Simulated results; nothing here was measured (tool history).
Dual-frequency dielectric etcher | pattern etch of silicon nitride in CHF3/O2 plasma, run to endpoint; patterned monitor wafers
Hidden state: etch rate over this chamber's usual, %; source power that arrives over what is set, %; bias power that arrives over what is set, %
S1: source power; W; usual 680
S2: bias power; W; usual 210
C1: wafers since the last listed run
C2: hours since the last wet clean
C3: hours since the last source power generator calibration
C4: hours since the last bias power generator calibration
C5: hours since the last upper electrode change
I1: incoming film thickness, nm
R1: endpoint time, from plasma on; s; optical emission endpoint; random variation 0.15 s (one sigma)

run,day,S1,S2,C1,C2,C3,C4,C5,I1,R1
1,0,680,191,0,428.9,3859.4,4009.6,2162.4,77.8,47.7
# day 1.783: wet clean of the chamber
2,2.196,680,191,358,9.9,3912.1,4062.3,2215.1,78.2,49.8
3,4.208,680,210,603,58.2,3960.4,4110.6,2263.4,77.5,47.7
4,6.954,680,210,822,124.1,4026.3,4176.5,2329.3,77.8,47.7
5,9.829,680,210,861,193.1,4095.3,4245.5,2398.3,78.3,47.7
6,11.958,680,210,637,244.2,4146.4,4296.6,2449.4,78.8,47.8
7,14.229,680,210,680,298.7,4200.9,4351.1,2503.9,78.5,47.1
8,17.112,680,210,863,367.9,4270.1,4420.3,2573.1,78.2,46.9
9,18.646,680,210,459,404.7,4306.9,4457.1,2609.9,78.7,47
# day 21.058: wet clean of the chamber
10,21.075,580,210,428,0.4,4365.2,4515.4,2668.2,78.5,54.6
# day 22.279: source power generator calibrated
# day 23.246: upper electrode replaced
11,23.267,530,158,317,53,23.7,4568,0.5,79.2,62.9
12,25.254,600,254,595,100.7,71.4,4615.7,48.2,78.7,50.2
13,26.408,630,253,345,128.4,99.1,4643.4,75.9,78.7,48.9
14,28.192,680,174,534,171.2,141.9,4686.2,118.7,77.4,50.1
# day 29.012: bias power generator calibrated
15,37.021,770,210,2595,383.1,353.8,192.2,330.6,78.3,44
16,39.588,680,210,769,444.7,415.4,253.8,392.2,79.5,48.2

What the log doesn't show, run by run:
source power that arrives over what is set, %: 0 in every run
bias power that arrives over what is set, %: 0 in every run
H1: etch rate over this chamber's usual, %
run,H1
1,3.67
2,0.326
3,0.804
4,1.46
5,2.14
6,2.64
7,3.18
8,3.87
9,4.23
10,-1.22
11,-0.697
12,-0.225
13,0.0487
14,0.472
15,2.57
16,3.18
